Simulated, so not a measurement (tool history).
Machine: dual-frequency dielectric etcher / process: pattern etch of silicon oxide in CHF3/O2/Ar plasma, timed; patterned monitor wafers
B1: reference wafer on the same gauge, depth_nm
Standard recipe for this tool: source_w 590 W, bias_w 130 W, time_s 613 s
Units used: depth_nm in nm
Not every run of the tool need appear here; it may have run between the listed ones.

Run 1, day 0: usual settings; B1 1220.1. Result: depth_nm 1101.5 nm.
Run 2, day 2.633: usual settings; B1 1220.1. Result: depth_nm 1104.9 nm.
Run 3, day 5.104: usual settings but source_w 510 W, bias_w 116 W; B1 1218.8. Result: depth_nm 1012.1 nm.
Run 4, day 6.279: usual settings but source_w 510 W, bias_w 116 W; B1 1219.5. Result: depth_nm 1015.1 nm.
Run 5, day 8.242: usual settings; B1 1220.1. Result: depth_nm 1110.5 nm.
At day 10.038: wet clean of the chamber.
Run 6, day 11.175: usual settings; B1 1220. Result: depth_nm 1094.6 nm.
Run 7, day 13.004: usual settings; B1 1220.8. Result: depth_nm 1099 nm.
Run 8, day 14.292: usual settings but source_w 470 W; B1 1220.8. Result: depth_nm 1023.7 nm.
Run 9, day 15.504: usual settings but source_w 470 W; B1 1220. Result: depth_nm 1024.4 nm.
Run 10, day 17.904: usual settings but source_w 470 W; B1 1220.2. Result: depth_nm 1026.8 nm.
At day 18.475: source power generator calibrated.
At day 19.975: upper electrode replaced.
Run 11, day 20.496: usual settings; B1 1220.7. Result: depth_nm 1104.3 nm.
Run 12, day 21.767: usual settings; B1 1219.9. Result: depth_nm 1105.7 nm.
Run 13, day 23.558: usual settings but source_w 680 W, bias_w 139 W, time_s 530 s; B1 1220.2. Result: depth_nm 1025.2 nm.
Run 14, day 26.079: usual settings but bias_w 143 W; B1 1220.5. Result: depth_nm 1147 nm.
Run 15, day 27.375: usual settings; B1 1219.6. Result: depth_nm 1109.5 nm.
At day 29.146: wet clean of the chamber.
Run 16, day 30.175: usual settings; B1 1219.8. Result: depth_nm 1097.1 nm.
At day 31.546: bias power generator calibrated.
Run 17, day 32.967: usual settings but source_w 700 W, bias_w 145 W, time_s 482.5 s; B1 1219.9. Result: depth_nm 968.2 nm.
Run 18, day 34.888: usual settings but source_w 680 W, bias_w 139 W, time_s 530 s; B1 1220. Result: depth_nm 1038.1 nm.
Run 19, day 36.033: usual settings; B1 1220.8. Result: depth_nm 1118.7 nm.
At day 36.438: gauge calibrated.
Run 20, day 37.896: usual settings but source_w 670 W, bias_w 117 W; B1 1219.6. Result: depth_nm 1124.3 nm.
Run 21, day 39.412: usual settings but time_s 790 s; B1 1220.2. Result: depth_nm 1448.1 nm.
Run 22, day 40.929: usual settings but bias_w 116 W, time_s 717 s; B1 1220.5. Result: depth_nm 1258.5 nm.
Run 23, day 42.6: usual settings but bias_w 119 W, time_s 430.5 s; B1 1220.7. Result: depth_nm 766.1 nm.
Run 24, day 44.108: usual settings but bias_w 143 W; B1 1219.9. Result: depth_nm 1165.1 nm.
Run 25, day 46.988: usual settings but time_s 452.5 s; B1 1219.7. Result: depth_nm 832.6 nm.

Each row is a separate what-if for the run after 25, all from the same tool condition, not one after another. Results?
Run A, day 47.012: usual settings; B1 ?. Result: depth_nm ?.
Run B, day 47.012: usual settings but source_w 630 W, time_s 471.5 s; B1 ?. Result: depth_nm ?.
Run C, day 47.012: usual settings but source_w 550 W; B1 ?. Result: depth_nm ?.
Run D, day 47.012: usual settings but bias_w 107 W, time_s 562.5 s; B1 ?. Result: depth_nm ?.

run      B1  depth_nm
  A  1220.1    1127.7
  B  1220.1     885.7
  C  1220.1    1103.1
  D  1220.1     961.8
With no hidden state in the tool, these same runs would have given:
run  depth_nm
  A      1108
  B     870.3
  C    1083.9
  D     945.1

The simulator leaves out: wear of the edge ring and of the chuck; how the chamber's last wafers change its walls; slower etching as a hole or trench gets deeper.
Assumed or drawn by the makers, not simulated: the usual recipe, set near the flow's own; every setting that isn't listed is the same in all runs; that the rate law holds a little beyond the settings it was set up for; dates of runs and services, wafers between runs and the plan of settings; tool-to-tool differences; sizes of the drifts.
